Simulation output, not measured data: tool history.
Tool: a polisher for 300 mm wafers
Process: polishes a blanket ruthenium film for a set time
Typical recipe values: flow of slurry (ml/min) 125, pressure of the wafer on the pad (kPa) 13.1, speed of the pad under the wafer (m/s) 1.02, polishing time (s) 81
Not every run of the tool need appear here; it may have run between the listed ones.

run	hour	flow of slurry (ml/min)	pressure of the wafer on the pad (kPa)	speed of the pad under the wafer (m/s)	polishing time (s)	wafers since the last listed run	wafers polished on this pad	hours since the slurry nozzle was cleaned	hours since the head pressure was calibrated	incoming thickness of the incoming film, nm	film removed (Å)
1	0.0	125	13.1	1.02	81	0	430	127.2	289.3	329.6	777
# hour 127.2: worn pad replaced by a new one
# hour 137.8: slurry nozzle cleaned
2	142.3	125	13.1	1.02	81	822	84	4.5	431.6	331.7	800
3	183.5	125	13.1	1.02	81	246	331	45.7	472.8	328.2	782
4	258.0	105	13.1	1.02	81	446	777	120.2	547.3	333.5	710
5	366.0	105	13.1	1.02	81	647	1425	228.2	655.3	332.8	669
# hour 370.7: worn pad replaced by a new one
# hour 372.6: head pressure recalibrated
# hour 373.2: slurry nozzle cleaned
6	407.5	125	13.1	1.02	81	209	205	34.3	34.9	329.3	793
7	479.9	125	13.1	1.02	81	433	639	106.7	107.3	329.6	765
8	548.0	105	13.1	1.02	81	408	1047	174.8	175.4	332.3	689
# hour 599.5: worn pad replaced by a new one
# hour 630.4: slurry nozzle cleaned
9	643.3	85	11.7	1.38	54	541	256	12.9	270.7	325.5	568
10	706.4	125	13.1	1.02	81	378	634	76.0	333.8	330.1	773
11	753.3	100	13.1	1.02	81	281	915	122.9	380.7	325.5	697
12	791.1	125	13.1	1.02	93	226	1142	160.7	418.5	334.5	843
# hour 831.2: worn pad replaced by a new one
13	846.1	85	11.0	1.02	62	305	89	215.7	473.5	336.2	434
# hour 869.6: slurry nozzle cleaned
14	932.9	125	13.1	1.02	60	514	603	63.3	560.3	325.9	573

Below are 3 alternative next runs, each starting from the tool's condition after run 14. Predict each:
A	933.4	125	13.1	1.02	81	2	606	63.8	560.8	328.3	?
B	933.4	125	9.0	1.02	81	2	606	63.8	560.8	328.3	?
C	933.4	145	15.9	1.34	73	2	606	63.8	560.8	328.3	?

run	film removed (Å)
A	773
B	540
C	1138
With the hidden condition removed and each run's random variation left untouched, the same runs would have given:
run	film removed (Å)
A	805
B	563
C	1181

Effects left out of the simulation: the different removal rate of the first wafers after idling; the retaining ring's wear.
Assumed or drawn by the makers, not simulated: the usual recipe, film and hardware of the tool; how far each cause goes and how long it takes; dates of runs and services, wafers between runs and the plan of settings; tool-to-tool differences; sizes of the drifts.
